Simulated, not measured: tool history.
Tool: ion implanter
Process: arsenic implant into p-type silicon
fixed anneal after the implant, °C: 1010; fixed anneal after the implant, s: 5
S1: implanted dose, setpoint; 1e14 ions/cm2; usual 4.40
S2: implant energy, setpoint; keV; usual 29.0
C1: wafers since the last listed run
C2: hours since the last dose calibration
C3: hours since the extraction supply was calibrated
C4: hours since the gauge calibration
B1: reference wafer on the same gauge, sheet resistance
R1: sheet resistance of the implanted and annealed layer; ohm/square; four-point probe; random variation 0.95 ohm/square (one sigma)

{"run": 1, "day": 0.0, "S1": 4.4, "S2": 25.0, "C1": 0, "C2": 1568.3, "C3": 4867.1, "C4": 684.7, "B1": 192.99, "R1": 221.08}
{"run": 2, "day": 0.821, "S1": 4.4, "S2": 25.0, "C1": 598, "C2": 1588.0, "C3": 4886.8, "C4": 704.4, "B1": 193.0, "R1": 220.68}
{"run": 3, "day": 1.412, "S1": 4.4, "S2": 25.0, "C1": 431, "C2": 1602.2, "C3": 4901.0, "C4": 718.6, "B1": 193.07, "R1": 221.46}
{"run": 4, "day": 2.371, "S1": 4.4, "S2": 34.0, "C1": 698, "C2": 1625.2, "C3": 4924.0, "C4": 741.6, "B1": 193.14, "R1": 210.52}
{"run": 5, "day": 3.1, "S1": 4.4, "S2": 34.0, "C1": 531, "C2": 1642.7, "C3": 4941.5, "C4": 759.1, "B1": 192.87, "R1": 210.49}
{"run": 6, "day": 4.238, "S1": 4.4, "S2": 29.0, "C1": 829, "C2": 1670.0, "C3": 4968.8, "C4": 786.4, "B1": 193.11, "R1": 214.73}
{"run": 7, "day": 5.171, "S1": 4.4, "S2": 29.0, "C1": 680, "C2": 1692.4, "C3": 4991.2, "C4": 808.8, "B1": 193.1, "R1": 217.55}
{"run": 8, "day": 5.679, "S1": 4.4, "S2": 29.0, "C1": 370, "C2": 1704.6, "C3": 5003.4, "C4": 821.0, "B1": 193.01, "R1": 216.32}
{"run": 9, "day": 6.817, "S1": 3.61, "S2": 24.5, "C1": 829, "C2": 1731.9, "C3": 5030.7, "C4": 848.3, "B1": 193.09, "R1": 256.14}
{"run": 10, "day": 7.533, "S1": 3.61, "S2": 24.5, "C1": 522, "C2": 1749.1, "C3": 5047.9, "C4": 865.5, "B1": 193.03, "R1": 255.1}
{"run": 11, "day": 8.471, "S1": 4.4, "S2": 29.0, "C1": 683, "C2": 1771.6, "C3": 5070.4, "C4": 888.0, "B1": 193.08, "R1": 215.82}
{"run": 12, "day": 9.646, "S1": 4.4, "S2": 29.0, "C1": 856, "C2": 1799.8, "C3": 5098.6, "C4": 916.2, "B1": 193.02, "R1": 215.43}
{"run": 13, "day": 10.721, "S1": 4.4, "S2": 29.0, "C1": 784, "C2": 1825.6, "C3": 5124.4, "C4": 942.0, "B1": 192.99, "R1": 214.62}
{"run": 14, "day": 11.608, "S1": 4.4, "S2": 29.0, "C1": 647, "C2": 1846.9, "C3": 5145.7, "C4": 963.3, "B1": 193.12, "R1": 215.27}
{"run": 15, "day": 12.429, "S1": 4.4, "S2": 29.0, "C1": 598, "C2": 1866.6, "C3": 5165.4, "C4": 983.0, "B1": 192.87, "R1": 215.28}
{"run": 16, "day": 13.508, "S1": 4.4, "S2": 29.0, "C1": 787, "C2": 1892.5, "C3": 5191.3, "C4": 1008.9, "B1": 192.92, "R1": 215.37}
{"run": 17, "day": 14.479, "S1": 4.4, "S2": 29.0, "C1": 708, "C2": 1915.8, "C3": 5214.6, "C4": 1032.2, "B1": 192.91, "R1": 214.47}
{"run": 18, "day": 15.404, "S1": 4.85, "S2": 29.0, "C1": 674, "C2": 1938.0, "C3": 5236.8, "C4": 1054.4, "B1": 192.94, "R1": 199.06}
{"run": 19, "day": 16.758, "S1": 4.4, "S2": 29.0, "C1": 987, "C2": 1970.5, "C3": 5269.3, "C4": 1086.9, "B1": 193.19, "R1": 212.76}
{"run": 20, "day": 17.508, "S1": 4.4, "S2": 29.0, "C1": 546, "C2": 1988.5, "C3": 5287.3, "C4": 1104.9, "B1": 193.08, "R1": 213.64}
{"day": 17.775, "done": "gauge calibrated"}
{"run": 21, "day": 18.371, "S1": 4.4, "S2": 29.0, "C1": 629, "C2": 2009.2, "C3": 5308.0, "C4": 14.3, "B1": 192.84, "R1": 215.65}
{"run": 22, "day": 19.646, "S1": 4.4, "S2": 39.0, "C1": 929, "C2": 2039.8, "C3": 5338.6, "C4": 44.9, "B1": 192.92, "R1": 205.96}
{"run": 23, "day": 20.929, "S1": 5.71, "S2": 22.0, "C1": 935, "C2": 2070.6, "C3": 5369.4, "C4": 75.7, "B1": 193.09, "R1": 186.54}
{"run": 24, "day": 22.333, "S1": 4.4, "S2": 29.0, "C1": 1024, "C2": 2104.3, "C3": 5403.1, "C4": 109.4, "B1": 193.06, "R1": 211.94}
{"run": 25, "day": 22.954, "S1": 4.4, "S2": 19.0, "C1": 452, "C2": 2119.2, "C3": 5418.0, "C4": 124.3, "B1": 192.97, "R1": 228.75}
{"day": 27.408, "done": "extraction supply calibrated"}
{"run": 26, "day": 27.429, "S1": 4.95, "S2": 37.0, "C1": 3020, "C2": 2226.6, "C3": 0.5, "C4": 231.7, "B1": 192.95, "R1": 189.09}
{"day": 28.55, "done": "Faraday cup replaced and dose calibrated"}
{"run": 27, "day": 28.683, "S1": 4.4, "S2": 29.0, "C1": 671, "C2": 3.2, "C3": 30.6, "C4": 261.8, "B1": 192.97, "R1": 220.05}
{"run": 28, "day": 30.062, "S1": 3.64, "S2": 23.5, "C1": 1005, "C2": 36.3, "C3": 63.7, "C4": 294.9, "B1": 193.05, "R1": 262.6}
{"run": 29, "day": 32.467, "S1": 3.51, "S2": 20.0, "C1": 1753, "C2": 94.0, "C3": 121.4, "C4": 352.6, "B1": 193.03, "R1": 275.38}
{"run": 30, "day": 33.904, "S1": 4.4, "S2": 29.0, "C1": 1048, "C2": 128.5, "C3": 155.9, "C4": 387.1, "B1": 192.97, "R1": 220.07}
{"run": 31, "day": 34.562, "S1": 4.4, "S2": 32.0, "C1": 480, "C2": 144.3, "C3": 171.7, "C4": 402.9, "B1": 193.1, "R1": 218.58}
{"run": 32, "day": 35.646, "S1": 5.44, "S2": 36.0, "C1": 790, "C2": 170.3, "C3": 197.7, "C4": 428.9, "B1": 193.03, "R1": 182.5}
{"run": 33, "day": 36.992, "S1": 4.95, "S2": 37.0, "C1": 981, "C2": 202.6, "C3": 230.0, "C4": 461.2, "B1": 192.81, "R1": 195.47}
{"run": 34, "day": 38.333, "S1": 4.4, "S2": 29.0, "C1": 978, "C2": 234.8, "C3": 262.2, "C4": 493.4, "B1": 193.12, "R1": 221.44}
{"run": 35, "day": 39.092, "S1": 5.15, "S2": 36.5, "C1": 553, "C2": 253.0, "C3": 280.4, "C4": 511.6, "B1": 192.92, "R1": 189.11}
{"run": 36, "day": 40.575, "S1": 5.53, "S2": 25.5, "C1": 1081, "C2": 288.6, "C3": 316.0, "C4": 547.2, "B1": 193.0, "R1": 191.2}
{"run": 37, "day": 41.938, "S1": 4.83, "S2": 39.0, "C1": 993, "C2": 321.3, "C3": 348.7, "C4": 579.9, "B1": 193.02, "R1": 196.29}
{"run": 38, "day": 43.267, "S1": 4.4, "S2": 29.0, "C1": 969, "C2": 353.2, "C3": 380.6, "C4": 611.8, "B1": 193.11, "R1": 218.31}

Forecast each of these 3 alternatives for the next run:
{"run": "A", "day": 43.283, "S1": 4.4, "S2": 29.0, "C1": 12, "C2": 353.6, "C3": 381.0, "C4": 612.2, "B1": "?", "R1": "?"}
{"run": "B", "day": 43.283, "S1": 5.07, "S2": 26.0, "C1": 12, "C2": 353.6, "C3": 381.0, "C4": 612.2, "B1": "?", "R1": "?"}
{"run": "C", "day": 43.283, "S1": 5.15, "S2": 29.0, "C1": 12, "C2": 353.6, "C3": 381.0, "C4": 612.2, "B1": "?", "R1": "?"}

run=A B1=193.00 R1=221.56
run=B B1=193.00 R1=203.66
run=C B1=193.00 R1=197.87
Without the tool's hidden state the same runs would have given:
run=A R1=223.47
run=B R1=205.36
run=C R1=199.54
